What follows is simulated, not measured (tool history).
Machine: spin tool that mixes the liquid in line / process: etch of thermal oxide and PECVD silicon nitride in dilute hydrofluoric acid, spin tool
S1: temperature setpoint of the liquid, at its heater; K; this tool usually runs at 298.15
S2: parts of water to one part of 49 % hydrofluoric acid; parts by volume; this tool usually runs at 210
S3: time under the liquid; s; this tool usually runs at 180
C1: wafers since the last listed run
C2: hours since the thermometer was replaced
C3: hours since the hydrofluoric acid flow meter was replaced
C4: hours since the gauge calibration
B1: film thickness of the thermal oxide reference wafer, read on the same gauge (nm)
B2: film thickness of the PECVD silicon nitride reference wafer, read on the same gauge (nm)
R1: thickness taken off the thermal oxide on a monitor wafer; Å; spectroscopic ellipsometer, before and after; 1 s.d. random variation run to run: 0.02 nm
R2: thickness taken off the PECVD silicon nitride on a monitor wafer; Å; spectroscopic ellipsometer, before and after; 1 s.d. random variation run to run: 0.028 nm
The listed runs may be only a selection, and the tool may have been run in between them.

run   hour      S1   S2   S3   C1      C2      C3     C4      B1      B2     R1     R2
  1    0.0  296.15  250  180    0  2458.7  2224.7  248.5  90.020  39.971  20.23   8.58
  2    9.7  298.15  165  210   88  2468.4  2234.4  258.2  89.995  39.993  41.79  17.52
  3   27.1  298.15  210  180  157  2485.8  2251.8  275.6  89.998  40.024  26.53  11.32
  4   37.0  298.15  210  180   89  2495.7  2261.7  285.5  90.013  40.023  26.77  11.52
  5   51.9  295.65  210  250  135  2510.6  2276.6  300.4  90.006  39.999  33.92  13.47
  6   58.0  295.65  210  250   55  2516.7  2282.7  306.5  89.983  40.016  33.57  13.67
  7   68.5  296.15  210   95   95  2527.2  2293.2  317.0  90.018  40.020  12.97   5.33
  8   82.3  299.65  210  180  125  2541.0  2307.0  330.8  89.985  39.961  28.43  12.92
  9   94.1  298.15  210  180  107  2552.8  2318.8  342.6  89.984  39.993  26.52  11.64
 10  108.4  302.15  110  180  129  2567.1  2333.1  356.9  89.998  39.971  66.41  28.69
     122.4  -- thermometer replaced
 11  125.9  293.65  305  290  149     3.5  2350.6  374.4  90.018  39.996  24.84  11.43
     128.6  -- gauge calibrated
 12  139.0  298.15  150  180  118    16.6  2363.7   10.4  89.987  40.011  43.74  18.98
 13  153.1  302.15  110  180  127    30.7  2377.8   24.5  90.032  40.019  74.56  34.26
 14  169.4  298.15  210  180  147    47.0  2394.1   40.8  90.012  39.988  29.22  14.00
 15  178.3  302.65  175  180   80    55.9  2403.0   49.7  90.037  40.020  42.73  21.71
     188.3  -- hydrofluoric acid flow meter replaced
 16  193.0  294.65  210  215  124    70.6     4.7   64.4  89.998  39.983  36.49  15.24
 17  206.1  298.15  210  180  118    83.7    17.8   77.5  89.970  40.015  34.81  16.03
 18  223.9  295.65  310  255  161   101.5    35.6   95.3  90.021  39.948  27.57  13.17
 19  238.5  296.65  265  250  132   116.1    50.2  109.9  90.007  40.009  33.96  16.18
 20  244.6  293.65  160  220   55   122.2    56.3  116.0  89.993  40.038  49.48  18.56
 21  260.2  295.65  150  255  141   137.8    71.9  131.6  90.002  39.972  66.06  26.37
 22  276.0  296.15  240  250  143   153.6    87.7  147.4  89.996  39.983  37.66  16.88
 23  289.0  295.15  210  180  117   166.6   100.7  160.4  89.995  39.973  30.91  12.86
 24  301.0  302.15  275  265  108   178.6   112.7  172.4  89.993  40.038  41.43  22.40
 25  312.4  293.65  130   70  103   190.0   124.1  183.8  89.998  40.029  19.74   7.31

Branching from run 25: 5 alternative next runs. What would each branch give?
  A  312.9  298.15  210  275   4  190.5  124.6  184.3   ?   ?   ?   ?
  B  312.9  295.65  210  180   4  190.5  124.6  184.3   ?   ?   ?   ?
  C  312.9  300.65  305  280   4  190.5  124.6  184.3   ?   ?   ?   ?
  D  312.9  301.65  210  100   4  190.5  124.6  184.3   ?   ?   ?   ?
  E  312.9  295.15  210  210   4  190.5  124.6  184.3   ?   ?   ?   ?

run      B1      B2     R1     R2
  A  89.980  39.983  52.38  24.09
  B  89.980  39.983  31.26  13.46
  C  89.980  39.983  36.21  19.65
  D  89.980  39.983  21.58  10.87
  E  89.980  39.983  35.80  15.20
Without the tool's hidden state the same runs would have given:
run     R1     R2
  A  53.89  24.96
  B  32.17  13.95
  C  37.24  20.34
  D  22.20  11.25
  E  36.84  15.76
